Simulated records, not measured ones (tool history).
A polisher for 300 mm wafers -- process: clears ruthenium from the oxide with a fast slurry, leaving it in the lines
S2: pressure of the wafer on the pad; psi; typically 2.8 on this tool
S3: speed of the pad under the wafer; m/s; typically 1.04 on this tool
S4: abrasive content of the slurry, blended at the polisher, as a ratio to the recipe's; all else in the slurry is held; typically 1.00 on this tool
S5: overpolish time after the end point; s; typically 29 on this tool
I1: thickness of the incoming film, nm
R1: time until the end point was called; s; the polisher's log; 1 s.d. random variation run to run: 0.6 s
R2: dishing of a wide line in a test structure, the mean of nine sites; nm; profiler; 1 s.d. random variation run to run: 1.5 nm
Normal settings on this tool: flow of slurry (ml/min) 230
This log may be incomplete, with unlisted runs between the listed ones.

Run 1, hour 0.0: usual settings but S3 1.22 m/s; I1 222.8. Result: R1 42.9 s, R2 74.6 nm.
Run 2, hour 34.8: usual settings; I1 223.5. Result: R1 49.1 s, R2 71.0 nm.
Run 3, hour 63.6: usual settings; I1 223.8. Result: R1 48.6 s, R2 69.9 nm.
Run 4, hour 141.8: usual settings; I1 216.2. Result: R1 45.6 s, R2 70.9 nm.
At hour 151.6: slurry nozzle cleaned.
Run 5, hour 175.5: usual settings; I1 223.6. Result: R1 47.5 s, R2 70.2 nm.
At hour 184.2: worn pad replaced by a new one, of another model than before.
At hour 188.1: slurry blender recalibrated.
Run 6, hour 194.8: usual settings; I1 221.1. Result: R1 47.2 s, R2 74.2 nm.
Run 7, hour 230.6: usual settings; I1 223.2. Result: R1 47.0 s, R2 70.4 nm.
Run 8, hour 258.4: usual settings but S3 1.38 m/s, S5 41 s; I1 222.5. Result: R1 38.1 s, R2 84.8 nm.
Run 9, hour 284.2: usual settings; I1 222.7. Result: R1 48.0 s, R2 69.5 nm.
Run 10, hour 320.1: usual settings but S2 2.1 psi; I1 220.2. Result: R1 55.7 s, R2 65.8 nm.
Run 11, hour 340.1: usual settings; I1 215.6. Result: R1 46.9 s, R2 70.5 nm.
Run 12, hour 371.4: usual settings but S4 1.25; I1 221.7. Result: R1 41.7 s, R2 77.1 nm.
Run 13, hour 396.9: usual settings but S2 2.2 psi, S3 1.32 m/s, S4 1.15; I1 217.2. Result: R1 40.4 s, R2 73.2 nm.
Run 14, hour 428.4: usual settings but flow of slurry (ml/min) 285, S4 0.75, S5 12 s; I1 222.1. Result: R1 58.7 s, R2 33.8 nm.
At hour 444.5: slurry nozzle cleaned.
At hour 447.3: worn pad replaced by a new one.
Run 15, hour 447.8: usual settings but flow of slurry (ml/min) 170, S2 3.3 psi, S3 0.72 m/s, S4 0.85; I1 218.7. Result: R1 63.3 s, R2 60.8 nm.
At hour 465.5: head pressure recalibrated.
Run 16, hour 473.3: usual settings but S3 1.36 m/s, S5 23 s; I1 221.1. Result: R1 40.7 s, R2 70.1 nm.
At hour 492.6: slurry blender recalibrated.
Run 17, hour 493.4: usual settings; I1 222.0. Result: R1 49.7 s, R2 68.1 nm.
Run 18, hour 508.0: usual settings but flow of slurry (ml/min) 165, S4 1.25; I1 220.6. Result: R1 44.0 s, R2 72.0 nm.
Run 19, hour 523.3: usual settings but S3 0.90 m/s, S5 36 s; I1 220.4. Result: R1 55.7 s, R2 74.9 nm.
Run 20, hour 557.0: usual settings; I1 216.0. Result: R1 48.2 s, R2 68.0 nm.
Run 21, hour 574.8: usual settings but flow of slurry (ml/min) 265, S4 0.85; I1 221.9. Result: R1 56.1 s, R2 68.2 nm.
Run 22, hour 599.8: usual settings but flow of slurry (ml/min) 180, S3 0.78 m/s, S5 45 s; I1 221.8. Result: R1 60.5 s, R2 78.6 nm.
Run 23, hour 634.2: usual settings but S2 3.3 psi, S4 0.80; I1 222.6. Result: R1 50.5 s, R2 68.4 nm.
Run 24, hour 668.6: usual settings but S3 1.14 m/s; I1 218.3. Result: R1 44.0 s, R2 74.5 nm.
Run 25, hour 690.7: usual settings but flow of slurry (ml/min) 160, S3 0.94 m/s, S4 0.80; I1 221.2. Result: R1 62.6 s, R2 63.0 nm.
At hour 700.5: slurry nozzle cleaned.
Run 26, hour 711.5: usual settings but S5 41 s; I1 221.8. Result: R1 47.6 s, R2 81.6 nm.
Run 27, hour 734.5: usual settings but S4 0.70, S5 16 s; I1 220.4. Result: R1 64.2 s, R2 40.1 nm.

Branching from run 27: 5 alternative next runs. What would each branch give?
Run A, hour 735.0: usual settings; I1 222.4. Result: R1 ?, R2 ?.
Run B, hour 735.0: usual settings but flow of slurry (ml/min) 210; I1 222.4. Result: R1 ?, R2 ?.
Run C, hour 735.0: usual settings but S2 2.3 psi; I1 222.4. Result: R1 ?, R2 ?.
Run D, hour 735.0: usual settings but S5 42 s; I1 222.4. Result: R1 ?, R2 ?.
Run E, hour 735.0: usual settings but flow of slurry (ml/min) 285, S3 1.24 m/s; I1 222.4. Result: R1 ?, R2 ?.

run    R1    R2
  A  48.2  68.5
  B  48.5  68.4
  C  54.2  64.9
  D  48.2  78.4
  E  41.4  72.9
Take away the tool's hidden state, keep each run's random variation, and the runs would have read:
run    R1    R2
  A  51.3  66.6
  B  51.6  66.5
  C  57.7  63.0
  D  51.3  76.9
  E  44.1  71.2
